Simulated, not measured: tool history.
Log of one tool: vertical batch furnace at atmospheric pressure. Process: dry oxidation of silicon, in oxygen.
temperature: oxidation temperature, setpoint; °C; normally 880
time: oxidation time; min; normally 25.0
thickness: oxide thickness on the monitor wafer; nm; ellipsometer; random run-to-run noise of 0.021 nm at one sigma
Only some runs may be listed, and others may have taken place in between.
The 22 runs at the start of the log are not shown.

run	hour	temperature	time	wafers since the last listed run	hours since the last temperature calibration	hours since the boat lift was adjusted	hours since the gauge calibration	read-back reference wafer on the same gauge, thickness	thickness
23	1605.9	880	25.0	1090	518.0	2854.0	317.7	10.10	8.72
24	1656.0	880	25.0	606	568.1	2904.1	367.8	10.09	8.73
25	1757.4	857	16.5	1227	669.5	3005.5	469.2	10.09	4.91
26	1800.4	880	32.5	520	712.5	3048.5	512.2	10.10	10.53
27	1897.7	905	25.0	1177	809.8	3145.8	609.5	10.09	11.55
# hour 1947.0: boat lift adjusted
28	1948.7	889	18.5	326	860.8	1.7	660.5	10.09	7.82
29	1988.9	898	13.5	486	901.0	41.9	700.7	10.09	6.93
30	2080.0	891	21.0	1102	992.1	133.0	791.8	10.09	8.82
31	2123.1	880	33.5	521	1035.2	176.1	834.9	10.08	10.73
32	2370.5	899	36.5	2995	1282.6	423.5	1082.3	10.08	14.10
33	2447.3	880	25.0	929	1359.4	500.3	1159.1	10.09	8.80
34	2553.5	898	25.0	1285	1465.6	606.5	1265.3	10.09	10.75
35	2614.5	880	25.0	738	1526.6	667.5	1326.3	10.09	8.83
36	2679.2	880	25.0	783	1591.3	732.2	1391.0	10.10	8.77
37	2719.5	870	30.0	487	1631.6	772.5	1431.3	10.09	8.92
38	2779.2	880	20.0	722	1691.3	832.2	1491.0	10.09	7.50
39	2850.3	880	18.0	860	1762.4	903.3	1562.1	10.09	6.98
40	2929.2	880	25.0	955	1841.3	982.2	1641.0	10.09	8.84

Predict each of these 3 candidate next runs independently; none follows another, all start after run 40:
A	2933.7	868	25.0	54	1845.8	986.7	1645.5	?	?
B	2933.7	861	33.5	54	1845.8	986.7	1645.5	?	?
C	2933.7	887	21.5	54	1845.8	986.7	1645.5	?	?

run	read-back reference wafer on the same gauge, thickness	thickness
A	10.09	7.67
B	10.09	8.69
C	10.09	8.60
Take away the tool's hidden state, keep each run's random variation, and the runs would have read:
run	thickness
A	7.51
B	8.51
C	8.42
